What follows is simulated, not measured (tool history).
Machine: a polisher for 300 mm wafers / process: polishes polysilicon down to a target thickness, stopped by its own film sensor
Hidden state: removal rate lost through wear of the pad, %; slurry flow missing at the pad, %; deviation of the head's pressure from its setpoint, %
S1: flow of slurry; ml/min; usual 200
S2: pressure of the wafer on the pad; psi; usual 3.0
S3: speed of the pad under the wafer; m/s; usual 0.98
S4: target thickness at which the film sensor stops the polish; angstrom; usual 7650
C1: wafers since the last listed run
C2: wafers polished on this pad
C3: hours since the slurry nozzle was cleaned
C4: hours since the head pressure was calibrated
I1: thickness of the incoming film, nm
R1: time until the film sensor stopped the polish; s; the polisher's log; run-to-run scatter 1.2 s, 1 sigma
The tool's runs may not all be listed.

run   hour   S1   S2    S3     S4   C1   C2     C3      C4      I1     R1
  1    0.0  200  3.4  0.98   7650    0  483  488.2   885.1  1536.3   91.8
      35.4  -- worn pad replaced by a new one
  2   43.0  200  3.0  0.98   7650  331   64  531.2   928.1  1550.8  103.6
  3   53.9  200  3.0  0.98   7650   92  156  542.1   939.0  1553.3  105.6
  4   70.6  200  3.0  0.98   7650  141  298  558.8   955.7  1518.3  103.4
  5   82.5  200  3.7  0.98   7650  101  399  570.7   967.6  1517.4   83.1
  6   92.5  200  3.7  0.98   7650   84  484  580.7   977.6  1507.4   82.0
  7  100.2  200  3.0  1.14   7650   65  549  588.4   985.3  1531.1   89.7
  8  117.3  200  3.0  1.14   7650  145  694  605.5  1002.4  1526.7   90.3
  9  127.0  200  3.0  1.14   7650   82  777  615.2  1012.1  1531.8   92.2
     133.6  -- worn pad replaced by a new one
 10  143.2  200  2.6  0.98   7650  103   81  631.4  1028.3  1497.0  124.9
 11  155.1  200  2.6  0.98   7650  101  182  643.3  1040.2  1511.6  126.6
 12  163.8  200  3.0  0.98   7650   73  256  652.0  1048.9  1501.1  112.4
 13  170.7  200  3.0  0.98   7650   58  314  658.9  1055.8  1523.3  117.0
 14  185.8  200  2.7  0.98   7650  128  442  674.0  1070.9  1553.9  134.9
 15  194.9  200  2.0  1.18   7650   77  520  683.1  1080.0  1515.4  144.3
 16  210.7  255  3.0  0.98   8600  134  654  698.9  1095.8  1539.9  102.6
     223.6  -- slurry nozzle cleaned
     225.5  -- worn pad replaced by a new one, repeated, since the last time left the tool worse
 17  226.0  175  2.5  0.76  10020  105    4    2.4  1111.1  1523.7  109.6
 18  237.4  200  3.0  0.98   7650   96  101   13.8  1122.5  1548.3  103.3
     247.6  -- head pressure recalibrated
 19  248.5  250  3.5  1.16   9760   77  178   24.9     0.9  1549.2   53.4
 20  264.5  220  3.0  0.98   8540  135  314   40.9    16.9  1544.2   93.2
 21  279.3  200  2.6  0.98   7650  125  439   55.7    31.7  1520.2  121.2
 22  293.3  200  2.2  0.98   7650  118  558   69.7    45.7  1500.1  136.7
 23  307.5  200  2.2  0.98   9220  120  679   83.9    59.9  1524.4  111.5
 24  328.1  250  2.7  1.26   5980  174  854  104.5    80.5  1521.4  107.7
     340.9  -- worn pad replaced by a new one
 25  344.5  200  3.0  0.98   4970  105   30  120.9    96.9  1512.4  136.1
 26  351.8  155  3.9  0.86   7650   61   92  128.2   104.2  1516.3   92.6
 27  368.6  250  2.7  1.26   5980  142  235  145.0   121.0  1530.0  107.2
 28  378.2  180  3.0  0.88   9280   81  317  154.6   130.6  1541.8   97.9
 29  392.4  200  3.0  0.98   7650  120  437  168.8   144.8  1542.5  107.8

Here are 5 independent what-if runs from the current tool condition. What would each one return?
  A  392.9  200  2.5  0.98  7650   4  441  169.3  145.3  1530.1   ?
  B  392.9  200  3.0  1.32  7650   4  441  169.3  145.3  1530.1   ?
  C  392.9  200  2.4  0.98  7650   4  441  169.3  145.3  1530.1   ?
  D  392.9  235  2.3  0.66  7650   4  441  169.3  145.3  1530.1   ?
  E  392.9  200  2.2  1.08  6510   4  441  169.3  145.3  1530.1   ?

run     R1
  A  126.3
  B   78.1
  C  131.5
  D  199.5
  E  149.6
The same runs, with their run-to-run variation unchanged, on a tool lacking any hidden condition would have given:
run     R1
  A  119.9
  B   74.2
  C  124.9
  D  189.5
  E  142.1
